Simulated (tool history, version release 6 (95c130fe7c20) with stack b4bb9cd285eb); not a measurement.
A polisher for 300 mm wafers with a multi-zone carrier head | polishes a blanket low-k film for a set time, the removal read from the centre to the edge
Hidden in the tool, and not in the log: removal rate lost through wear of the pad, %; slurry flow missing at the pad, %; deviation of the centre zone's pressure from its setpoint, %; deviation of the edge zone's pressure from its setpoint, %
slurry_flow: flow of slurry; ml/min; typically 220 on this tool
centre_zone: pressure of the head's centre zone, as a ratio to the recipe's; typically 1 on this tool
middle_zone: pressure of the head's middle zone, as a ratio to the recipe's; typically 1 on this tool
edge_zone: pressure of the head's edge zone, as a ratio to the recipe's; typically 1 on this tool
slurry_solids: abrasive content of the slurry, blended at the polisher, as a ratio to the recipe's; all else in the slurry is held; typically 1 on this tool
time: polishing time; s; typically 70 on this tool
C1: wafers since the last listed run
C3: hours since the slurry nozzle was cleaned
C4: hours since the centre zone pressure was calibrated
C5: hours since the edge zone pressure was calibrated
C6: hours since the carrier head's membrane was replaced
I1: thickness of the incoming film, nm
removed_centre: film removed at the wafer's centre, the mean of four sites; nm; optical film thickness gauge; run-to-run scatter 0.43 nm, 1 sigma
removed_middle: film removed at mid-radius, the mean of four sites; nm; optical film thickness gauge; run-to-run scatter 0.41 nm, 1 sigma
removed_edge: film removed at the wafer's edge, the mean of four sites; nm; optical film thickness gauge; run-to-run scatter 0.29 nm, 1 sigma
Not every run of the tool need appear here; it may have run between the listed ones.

Run 1, hour 0: usual settings; C1 0; wafers polished on this pad 544; C3 269.8; C4 301.4; C5 302.6; C6 828.9; I1 612.2. Result: removed_centre 28.5 nm, removed_middle 27.4 nm, removed_edge 28 nm.
Run 2, hour 28.7: usual settings; C1 188; wafers polished on this pad 733; C3 298.5; C4 330.1; C5 331.3; C6 857.6; I1 608.2. Result: removed_centre 27.3 nm, removed_middle 26.8 nm, removed_edge 27.5 nm.
At hour 62.2: worn pad replaced by a new one.
Run 3, hour 62.7: usual settings; C1 197; wafers polished on this pad 3; C3 332.5; C4 364.1; C5 365.3; C6 891.6; I1 598.3. Result: removed_centre 28.5 nm, removed_middle 28.8 nm, removed_edge 28.8 nm.
At hour 89.8: carrier head's membrane replaced by a new one.
Run 4, hour 90.1: usual settings; C1 147; wafers polished on this pad 151; C3 359.9; C4 391.5; C5 392.7; C6 0.3; I1 609.9. Result: removed_centre 28.8 nm, removed_middle 28 nm, removed_edge 28.5 nm.
Run 5, hour 106.8: usual settings; C1 109; wafers polished on this pad 260; C3 376.6; C4 408.2; C5 409.4; C6 17; I1 596.2. Result: removed_centre 28 nm, removed_middle 27.4 nm, removed_edge 28.2 nm.
Run 6, hour 135.7: usual settings; C1 190; wafers polished on this pad 451; C3 405.5; C4 437.1; C5 438.3; C6 45.9; I1 607.2. Result: removed_centre 26.8 nm, removed_middle 27.2 nm, removed_edge 27.8 nm.
Run 7, hour 166.4: usual settings; C1 202; wafers polished on this pad 653; C3 436.2; C4 467.8; C5 469; C6 76.6; I1 618.9. Result: removed_centre 26.7 nm, removed_middle 25.9 nm, removed_edge 27.1 nm.
At hour 197.2: worn pad replaced by a new one.
Run 8, hour 197.7: usual settings; C1 179; wafers polished on this pad 3; C3 467.5; C4 499.1; C5 500.3; C6 107.9; I1 623.1. Result: removed_centre 27.6 nm, removed_middle 27.5 nm, removed_edge 28.3 nm.
Run 9, hour 221.4: usual settings but middle_zone 1.09; C1 156; wafers polished on this pad 159; C3 491.2; C4 522.8; C5 524; C6 131.6; I1 602.1. Result: removed_centre 26.8 nm, removed_middle 29.3 nm, removed_edge 27.3 nm.
At hour 228.6: slurry nozzle cleaned.
At hour 236.2: edge zone pressure recalibrated.
Run 10, hour 254.5: usual settings; C1 198; wafers polished on this pad 357; C3 25.9; C4 555.9; C5 18.3; C6 164.7; I1 613.5. Result: removed_centre 28.7 nm, removed_middle 28.3 nm, removed_edge 28.7 nm.
Run 11, hour 275.4: usual settings; C1 137; wafers polished on this pad 494; C3 46.8; C4 576.8; C5 39.2; C6 185.6; I1 613.9. Result: removed_centre 27.8 nm, removed_middle 27.8 nm, removed_edge 28.1 nm.
Run 12, hour 299.2: usual settings but slurry_flow 250 ml/min, middle_zone 0.97, time 89 s; C1 156; wafers polished on this pad 651; C3 70.6; C4 600.6; C5 63; C6 209.4; I1 616.2. Result: removed_centre 34.7 nm, removed_middle 35.1 nm, removed_edge 35.6 nm.
Run 13, hour 326.1: usual settings but slurry_flow 160 ml/min, centre_zone 1.06, edge_zone 0.91; C1 177; wafers polished on this pad 828; C3 97.5; C4 627.5; C5 89.9; C6 236.3; I1 602.8. Result: removed_centre 26.8 nm, removed_middle 25.7 nm, removed_edge 25.1 nm.
At hour 332.7: worn pad replaced by a new one.
At hour 346.5: centre zone pressure recalibrated.
Run 14, hour 376: usual settings but centre_zone 0.89; C1 289; wafers polished on this pad 272; C3 147.4; C4 29.5; C5 139.8; C6 286.2; I1 596.8. Result: removed_centre 25.3 nm, removed_middle 27.8 nm, removed_edge 28.6 nm.
Run 15, hour 395.9: usual settings but slurry_flow 160 ml/min, slurry_solids 1.25; C1 131; wafers polished on this pad 403; C3 167.3; C4 49.4; C5 159.7; C6 306.1; I1 607.1. Result: removed_centre 27.9 nm, removed_middle 27.6 nm, removed_edge 29 nm.

Predict the results of run 16:
Run 16, hour 412: usual settings; C1 105; wafers polished on this pad 509; C3 183.4; C4 65.5; C5 175.8; C6 322.2; I1 606.3. Result: removed_centre ?, removed_middle ?, removed_edge ?.

{"run 16": {"removed_centre": 27.9, "removed_middle": 27.5, "removed_edge": 28.6}}
With the hidden condition absent and the run-to-run variation left alone, this run would have shown removed_centre 29.4 nm, removed_middle 29 nm, removed_edge 30 nm.

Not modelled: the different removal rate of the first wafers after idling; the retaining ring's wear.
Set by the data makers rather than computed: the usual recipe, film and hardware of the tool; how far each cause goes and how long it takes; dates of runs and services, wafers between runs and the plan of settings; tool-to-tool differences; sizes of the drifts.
